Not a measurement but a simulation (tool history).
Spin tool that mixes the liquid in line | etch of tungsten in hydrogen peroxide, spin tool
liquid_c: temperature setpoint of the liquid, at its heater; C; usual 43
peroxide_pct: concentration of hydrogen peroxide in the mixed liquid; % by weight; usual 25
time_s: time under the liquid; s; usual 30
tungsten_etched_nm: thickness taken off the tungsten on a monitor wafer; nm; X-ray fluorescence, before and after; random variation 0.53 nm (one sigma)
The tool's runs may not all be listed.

| run | day | liquid_c | peroxide_pct | time_s | read-back film thickness of the tungsten reference wafer, read on the same gauge (nm) | tungsten_etched_nm |
|---|---|---|---|---|---|---|
| 1 | 0 | 43 | 25 | 30 | 150.03 | 52.77 |
| 2 | 7.646 | 43 | 25 | 35 | 149.95 | 61.59 |
| 3 | 11.825 | 43 | 25 | 35 | 149.98 | 61.09 |
| 4 | 16.067 | 50 | 25 | 15 | 149.98 | 40.37 |
|  | 18.875 | gauge calibrated |
| 5 | 18.883 | 43 | 25 | 30 | 150.01 | 51.5 |
| 6 | 22.3 | 43 | 25 | 30 | 150.03 | 52.43 |
|  | 23.612 | heated supply line repaired |
| 7 | 25.342 | 43 | 29 | 30 | 149.98 | 56.16 |
|  | 28.775 | thermometer replaced |
| 8 | 29.008 | 43 | 29 | 30 | 150.01 | 55.5 |
| 9 | 33.358 | 43 | 29 | 30 | 149.95 | 54.69 |
| 10 | 34.871 | 43 | 25 | 30 | 150.04 | 51.92 |
| 11 | 36.833 | 50.5 | 18 | 15 | 150.03 | 34.52 |
| 12 | 40.65 | 36.5 | 30 | 20 | 150 | 25.04 |
| 13 | 42.2 | 43 | 27 | 30 | 149.94 | 53.26 |
| 14 | 45.392 | 35.5 | 18.5 | 25 | 150 | 22.43 |
|  | 48.142 | new drum of peroxide connected |
| 15 | 49.4 | 43 | 25 | 30 | 150.02 | 52.64 |
|  | 49.554 | peroxide flow meter replaced |
| 16 | 52.462 | 39 | 27 | 30 | 150.05 | 43.09 |
| 17 | 56.404 | 35 | 25 | 30 | 149.97 | 31.12 |
| 18 | 59.483 | 47 | 25 | 45 | 150.04 | 101.62 |
| 19 | 63.554 | 43 | 25 | 30 | 150.01 | 52.75 |
| 20 | 66.375 | 48 | 25 | 30 | 150.01 | 70.5 |
| 21 | 69.525 | 35.5 | 22 | 45 | 150.03 | 44.65 |
| 22 | 72.238 | 51.5 | 19.5 | 20 | 149.96 | 51.8 |
| 23 | 74.633 | 43 | 21.5 | 45 | 149.99 | 70.96 |
| 24 | 78.671 | 43 | 25 | 30 | 150.05 | 50.24 |
| 25 | 82.183 | 43 | 25 | 30 | 150 | 51.85 |

Forecast each of these 5 alternatives for the next run:
| A | 82.2 | 43 | 25 | 30 | ? | ? |
| B | 82.2 | 43 | 25 | 20 | ? | ? |
| C | 82.2 | 34.5 | 19 | 30 | ? | ? |
| D | 82.2 | 35.5 | 30 | 20 | ? | ? |
| E | 82.2 | 43 | 25 | 15 | ? | ? |

| run | read-back film thickness of the tungsten reference wafer, read on the same gauge (nm) | tungsten_etched_nm |
|---|---|---|
| A | 150.06 | 51.58 |
| B | 150.06 | 34.38 |
| C | 150.06 | 25.74 |
| D | 150.06 | 23.06 |
| E | 150.06 | 25.79 |
Without the tool's hidden state the same runs would have given:
| run | tungsten_etched_nm |
|---|---|
| A | 53.7 |
| B | 35.8 |
| C | 26.8 |
| D | 24.01 |
| E | 26.85 |
